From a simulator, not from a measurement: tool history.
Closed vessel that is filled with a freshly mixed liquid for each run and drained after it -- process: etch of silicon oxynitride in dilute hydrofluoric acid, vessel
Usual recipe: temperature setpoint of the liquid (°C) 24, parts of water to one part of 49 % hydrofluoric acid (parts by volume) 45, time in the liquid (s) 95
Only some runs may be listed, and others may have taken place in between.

run,hour,temperature setpoint of the liquid (°C),parts of water to one part of 49 % hydrofluoric acid (parts by volume),time in the liquid (s),wafers since the last listed run,hours since the thermometer was replaced,hours since the hydrofluoric acid flow meter was replaced,hours since the gauge calibration,"read-back film thickness of the silicon oxynitride reference wafer, read on the same gauge (nm)",thickness taken off the silicon oxynitride on a monitor wafer (nm)
1,0,24,45,95,0,1574.1,1063.7,79.1,89.99,12.45
2,6.9,21,60,95,476,1581,1070.6,86,89.95,7.92
3,13.3,24,45,95,441,1587.4,1077,92.4,89.99,12.43
4,25.1,24,45,95,814,1599.2,1088.8,104.2,90.03,12.35
5,38.2,24,45,95,904,1612.3,1101.9,117.3,90,12.41
# hour 47.8: gauge calibrated
6,50,22.5,45,95,814,1624.1,1113.7,2.2,89.98,11.45
# hour 55.9: hydrofluoric acid flow meter replaced
7,56.9,24,45,50,407,1631,1,9.1,89.97,5.85
# hour 60.9: thermometer replaced
8,69.4,24,45,95,793,8.5,13.5,21.6,89.98,11.14
9,81.4,26,50,95,828,20.5,25.5,33.6,90.06,11.01
10,92.2,24,30,95,745,31.3,36.3,44.4,90,16.93
11,107.3,28.5,40,120,1042,46.4,51.4,59.5,90.01,19.75
12,114.4,24,60,80,490,53.5,58.5,66.6,90.03,7
13,130.8,28,35,60,1132,69.9,74.9,83,89.99,11.1
14,139.3,24,45,45,586,78.4,83.4,91.5,89.97,5.34

Exercise: give the hidden state of the tool at every run:
liquid colder than its thermometer reads (K): 0 across all the runs
gauge reads high (%): 0 across all the runs
H1: hydrofluoric acid flow above the setpoint (%)
run,H1
1,10.9
2,11
3,11
4,11.2
5,11.3
6,11.4
7,0.19
8,0.314
9,0.433
10,0.541
11,0.69
12,0.761
13,0.924
14,1.01
